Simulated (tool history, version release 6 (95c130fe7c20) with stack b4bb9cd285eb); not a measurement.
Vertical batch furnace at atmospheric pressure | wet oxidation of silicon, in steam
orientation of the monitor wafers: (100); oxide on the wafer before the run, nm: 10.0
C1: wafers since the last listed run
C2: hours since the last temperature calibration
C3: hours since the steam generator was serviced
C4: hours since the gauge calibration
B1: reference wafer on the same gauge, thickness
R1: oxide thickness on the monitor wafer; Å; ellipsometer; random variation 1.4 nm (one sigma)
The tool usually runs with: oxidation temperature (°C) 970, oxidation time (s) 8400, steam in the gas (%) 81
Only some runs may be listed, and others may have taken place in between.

run 1 hour=0 | oxidation_temperature_(°C)=970 oxidation_time_(s)=8400 steam_in_the_gas_(%)=81 | C1=0 C2=2721.4 C3=1383.8 C4=1493.6 | B1=519.93 | R1=5196.4
-- hour=41.1 gauge calibrated
run 2 hour=89.9 | oxidation_temperature_(°C)=970 oxidation_time_(s)=8400 steam_in_the_gas_(%)=81 | C1=640 C2=2811.3 C3=1473.7 C4=48.8 | B1=513.38 | R1=5115
run 3 hour=170.9 | oxidation_temperature_(°C)=970 oxidation_time_(s)=8400 steam_in_the_gas_(%)=81 | C1=576 C2=2892.3 C3=1554.7 C4=129.8 | B1=514.75 | R1=5151.5
run 4 hour=252.8 | oxidation_temperature_(°C)=970 oxidation_time_(s)=8400 steam_in_the_gas_(%)=81 | C1=583 C2=2974.2 C3=1636.6 C4=211.7 | B1=515.77 | R1=5150.9
run 5 hour=324.4 | oxidation_temperature_(°C)=970 oxidation_time_(s)=8400 steam_in_the_gas_(%)=81 | C1=510 C2=3045.8 C3=1708.2 C4=283.3 | B1=516.48 | R1=5158.6
run 6 hour=380.7 | oxidation_temperature_(°C)=970 oxidation_time_(s)=8400 steam_in_the_gas_(%)=81 | C1=401 C2=3102.1 C3=1764.5 C4=339.6 | B1=516.78 | R1=5172.9
run 7 hour=457.9 | oxidation_temperature_(°C)=970 oxidation_time_(s)=8400 steam_in_the_gas_(%)=81 | C1=549 C2=3179.3 C3=1841.7 C4=416.8 | B1=517.62 | R1=5163.8
run 8 hour=536.4 | oxidation_temperature_(°C)=970 oxidation_time_(s)=8400 steam_in_the_gas_(%)=81 | C1=559 C2=3257.8 C3=1920.2 C4=495.3 | B1=517.8 | R1=5184.1
run 9 hour=629.7 | oxidation_temperature_(°C)=980 oxidation_time_(s)=8400 steam_in_the_gas_(%)=75 | C1=664 C2=3351.1 C3=2013.5 C4=588.6 | B1=518.28 | R1=5296
run 10 hour=687.6 | oxidation_temperature_(°C)=970 oxidation_time_(s)=8400 steam_in_the_gas_(%)=81 | C1=412 C2=3409 C3=2071.4 C4=646.5 | B1=518.97 | R1=5191.2
run 11 hour=747.6 | oxidation_temperature_(°C)=970 oxidation_time_(s)=8400 steam_in_the_gas_(%)=81 | C1=427 C2=3469 C3=2131.4 C4=706.5 | B1=519.32 | R1=5186.4
-- hour=851.7 steam generator serviced
run 12 hour=852.2 | oxidation_temperature_(°C)=970 oxidation_time_(s)=8400 steam_in_the_gas_(%)=81 | C1=574 C2=3573.6 C3=0.5 C4=811.1 | B1=519.47 | R1=5192.9
run 13 hour=986.7 | oxidation_temperature_(°C)=970 oxidation_time_(s)=8400 steam_in_the_gas_(%)=81 | C1=958 C2=3708.1 C3=135 C4=945.6 | B1=519.88 | R1=5202.4
run 14 hour=1041.7 | oxidation_temperature_(°C)=970 oxidation_time_(s)=8400 steam_in_the_gas_(%)=81 | C1=391 C2=3763.1 C3=190 C4=1000.6 | B1=520.11 | R1=5189.6
run 15 hour=1100.3 | oxidation_temperature_(°C)=970 oxidation_time_(s)=8400 steam_in_the_gas_(%)=81 | C1=417 C2=3821.7 C3=248.6 C4=1059.2 | B1=520.2 | R1=5204.8
run 16 hour=1173.2 | oxidation_temperature_(°C)=970 oxidation_time_(s)=8400 steam_in_the_gas_(%)=81 | C1=519 C2=3894.6 C3=321.5 C4=1132.1 | B1=520.31 | R1=5201.4
run 17 hour=1251.1 | oxidation_temperature_(°C)=970 oxidation_time_(s)=8400 steam_in_the_gas_(%)=81 | C1=554 C2=3972.5 C3=399.4 C4=1210 | B1=520.35 | R1=5179
run 18 hour=1300 | oxidation_temperature_(°C)=970 oxidation_time_(s)=8400 steam_in_the_gas_(%)=86 | C1=348 C2=4021.4 C3=448.3 C4=1258.9 | B1=520.32 | R1=5419.7
run 19 hour=1391.5 | oxidation_temperature_(°C)=970 oxidation_time_(s)=8400 steam_in_the_gas_(%)=81 | C1=651 C2=4112.9 C3=539.8 C4=1350.4 | B1=520.76 | R1=5198.7
run 20 hour=1451.7 | oxidation_temperature_(°C)=993 oxidation_time_(s)=5190 steam_in_the_gas_(%)=84 | C1=428 C2=4173.1 C3=600 C4=1410.6 | B1=520.8 | R1=4533.1
-- hour=1457.3 gauge calibrated
run 21 hour=1487.7 | oxidation_temperature_(°C)=970 oxidation_time_(s)=8400 steam_in_the_gas_(%)=74 | C1=256 C2=4209.1 C3=636 C4=30.4 | B1=512.23 | R1=4823.3
run 22 hour=1586.5 | oxidation_temperature_(°C)=970 oxidation_time_(s)=4830 steam_in_the_gas_(%)=81 | C1=703 C2=4307.9 C3=734.8 C4=129.2 | B1=513.65 | R1=3486.3
run 23 hour=1655.9 | oxidation_temperature_(°C)=989 oxidation_time_(s)=9960 steam_in_the_gas_(%)=81 | C1=494 C2=4377.3 C3=804.2 C4=198.6 | B1=514.51 | R1=6525.6
run 24 hour=1707.2 | oxidation_temperature_(°C)=970 oxidation_time_(s)=8400 steam_in_the_gas_(%)=81 | C1=365 C2=4428.6 C3=855.5 C4=249.9 | B1=514.97 | R1=5141.6
-- hour=1814.6 thermocouples replaced and temperature profile calibrated
run 25 hour=1966 | oxidation_temperature_(°C)=970 oxidation_time_(s)=8400 steam_in_the_gas_(%)=81 | C1=1672 C2=151.4 C3=1114.3 C4=508.7 | B1=517.01 | R1=5152.7
run 26 hour=2011.2 | oxidation_temperature_(°C)=954 oxidation_time_(s)=8400 steam_in_the_gas_(%)=88 | C1=321 C2=196.6 C3=1159.5 C4=553.9 | B1=517.23 | R1=4845.1
run 27 hour=2118.6 | oxidation_temperature_(°C)=993 oxidation_time_(s)=4620 steam_in_the_gas_(%)=81 | C1=765 C2=304 C3=1266.9 C4=661.3 | B1=517.67 | R1=4061.8
run 28 hour=2216.1 | oxidation_temperature_(°C)=946 oxidation_time_(s)=11160 steam_in_the_gas_(%)=74 | C1=694 C2=401.5 C3=1364.4 C4=758.8 | B1=518.01 | R1=4932.1
run 29 hour=2301.2 | oxidation_temperature_(°C)=961 oxidation_time_(s)=11070 steam_in_the_gas_(%)=86 | C1=606 C2=486.6 C3=1449.5 C4=843.9 | B1=518.53 | R1=6092.9
run 30 hour=2366.5 | oxidation_temperature_(°C)=981 oxidation_time_(s)=6720 steam_in_the_gas_(%)=90 | C1=465 C2=551.9 C3=1514.8 C4=909.2 | B1=518.76 | R1=5188.5
run 31 hour=2436.5 | oxidation_temperature_(°C)=983 oxidation_time_(s)=12480 steam_in_the_gas_(%)=70 | C1=498 C2=621.9 C3=1584.8 C4=979.2 | B1=518.8 | R1=6645.9
run 32 hour=2523.2 | oxidation_temperature_(°C)=970 oxidation_time_(s)=8400 steam_in_the_gas_(%)=70 | C1=617 C2=708.6 C3=1671.5 C4=1065.9 | B1=519.26 | R1=4691.3

Run 33, settings as shown, results not yet in. Your forecast:
run 33 hour=2585.5 | oxidation_temperature_(°C)=950 oxidation_time_(s)=10290 steam_in_the_gas_(%)=85 | C1=443 C2=770.9 C3=1733.8 C4=1128.2 | B1=? | R1=?

{"run 33": {"B1": 519.46, "R1": 5296.3}}
The same run, on a tool lacking any hidden state, would have yielded R1 5221.8 Å.

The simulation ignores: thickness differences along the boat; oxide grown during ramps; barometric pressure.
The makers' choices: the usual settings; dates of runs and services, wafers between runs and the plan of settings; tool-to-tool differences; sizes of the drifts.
